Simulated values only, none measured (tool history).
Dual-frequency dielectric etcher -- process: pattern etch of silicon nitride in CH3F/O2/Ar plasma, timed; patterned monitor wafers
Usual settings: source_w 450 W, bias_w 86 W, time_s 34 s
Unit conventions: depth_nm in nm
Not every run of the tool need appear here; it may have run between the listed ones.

run,hour,source_w,bias_w,time_s,wafers since the last listed run,hours since the last wet clean,hours since the last source power generator calibration,hours since the last bias power generator calibration,hours since the last upper electrode change,hours since the gauge calibration,"read-back reference wafer on the same gauge, depth_nm",depth_nm
1,0,450,86,34,0,81.7,1186.2,67.5,4239.6,1747.4,29.48,28.27
2,71.2,500,86,41.5,560,152.9,1257.4,138.7,4310.8,1818.6,29.52,35.85
3,137.8,500,86,41.5,524,219.5,1324,205.3,4377.4,1885.2,29.5,35.62
4,219.3,450,86,34,641,301,1405.5,286.8,4458.9,1966.7,29.49,28.26
5,291.1,450,86,34,565,372.8,1477.3,358.6,4530.7,2038.5,29.5,28.19
6,347.3,450,86,34,442,429,1533.5,414.8,4586.9,2094.7,29.5,28.27
7,439.9,450,91,30,728,521.6,1626.1,507.4,4679.5,2187.3,29.5,25.39
# hour 483.2: wet clean of the chamber
8,505.7,450,91,30,328,22.5,1691.9,573.2,4745.3,2253.1,29.52,25.35
# hour 616: upper electrode replaced
9,616.5,450,86,34,683,133.3,1802.7,684,0.5,2363.9,29.5,28.28
10,661.7,450,86,34,355,178.5,1847.9,729.2,45.7,2409.1,29.48,28.17
11,764.5,450,86,34,809,281.3,1950.7,832,148.5,2511.9,29.5,28.29
# hour 979.3: wet clean of the chamber
# hour 1006.1: gauge calibrated
12,1027.3,450,92,34,1879,48,2213.5,1094.8,411.3,21.2,29.52,28.72
13,1073.3,450,86,34,362,94,2259.5,1140.8,457.3,67.2,29.5,28.22
14,1111.9,450,86,34,303,132.6,2298.1,1179.4,495.9,105.8,29.5,28.22
15,1161.3,450,86,34,388,182,2347.5,1228.8,545.3,155.2,29.52,28.08
# hour 1232.5: source power generator calibrated
16,1233,450,86,34,532,253.7,0.5,1300.5,617,226.9,29.51,28.11
17,1276.3,380,70,37.5,340,297,43.8,1343.8,660.3,270.2,29.48,27.56
18,1375.7,450,100,34,782,396.4,143.2,1443.2,759.7,369.6,29.52,29.54
# hour 1475.3: wet clean of the chamber
19,1475.8,450,86,34,598,0.5,243.3,1543.3,859.8,469.7,29.5,28.13
20,1533.1,380,100,34,450,57.8,300.6,1600.6,917.1,527,29.49,27.81
21,1615.1,450,86,34,645,139.8,382.6,1682.6,999.1,609,29.5,28.17
22,1678,550,94,38,495,202.7,445.5,1745.5,1062,671.9,29.53,34.85
# hour 1751.2: bias power generator calibrated
23,1751.7,450,86,42.5,548,276.4,519.2,0.5,1135.7,745.6,29.5,35.31
# hour 2024.7: wet clean of the chamber
24,2031.3,450,86,34,2011,6.6,798.8,280.1,1415.3,1025.2,29.51,28.14
25,2090.7,450,68,34,467,66,858.2,339.5,1474.7,1084.6,29.53,26.49
26,2189.8,550,69,34,779,165.1,957.3,438.6,1573.8,1183.7,29.5,28.6
27,2277.7,370,96,34,691,253,1045.2,526.5,1661.7,1271.6,29.48,27.08
28,2323.7,510,69,37.5,362,299,1091.2,572.5,1707.7,1317.6,29.47,30.56
29,2420,450,86,34,757,395.3,1187.5,668.8,1804,1413.9,29.5,28.11
30,2460.7,420,86,40,320,436,1228.2,709.5,1844.7,1454.6,29.53,32.3

Entry by entry between the runs, the difference in hidden state between the last listed run before and the first listed run after:
Run 7 -> run 8: wet clean of the chamber (hour 483.2)
  no difference in the tool's unlogged condition between these two runs
Run 8 -> run 9: upper electrode replaced (hour 616)
  no difference in the tool's unlogged condition between these two runs
Run 11 -> run 12: wet clean of the chamber (hour 979.3); gauge calibrated (hour 1006.1)
  no difference in the tool's unlogged condition between these two runs
Run 15 -> run 16: source power generator calibrated (hour 1232.5)
  no difference in the tool's unlogged condition between these two runs
Run 18 -> run 19: wet clean of the chamber (hour 1475.3)
  no difference in the tool's unlogged condition between these two runs
Run 22 -> run 23: bias power generator calibrated (hour 1751.2)
  no difference in the tool's unlogged condition between these two runs
Run 23 -> run 24: wet clean of the chamber (hour 2024.7)
  no difference in the tool's unlogged condition between these two runs

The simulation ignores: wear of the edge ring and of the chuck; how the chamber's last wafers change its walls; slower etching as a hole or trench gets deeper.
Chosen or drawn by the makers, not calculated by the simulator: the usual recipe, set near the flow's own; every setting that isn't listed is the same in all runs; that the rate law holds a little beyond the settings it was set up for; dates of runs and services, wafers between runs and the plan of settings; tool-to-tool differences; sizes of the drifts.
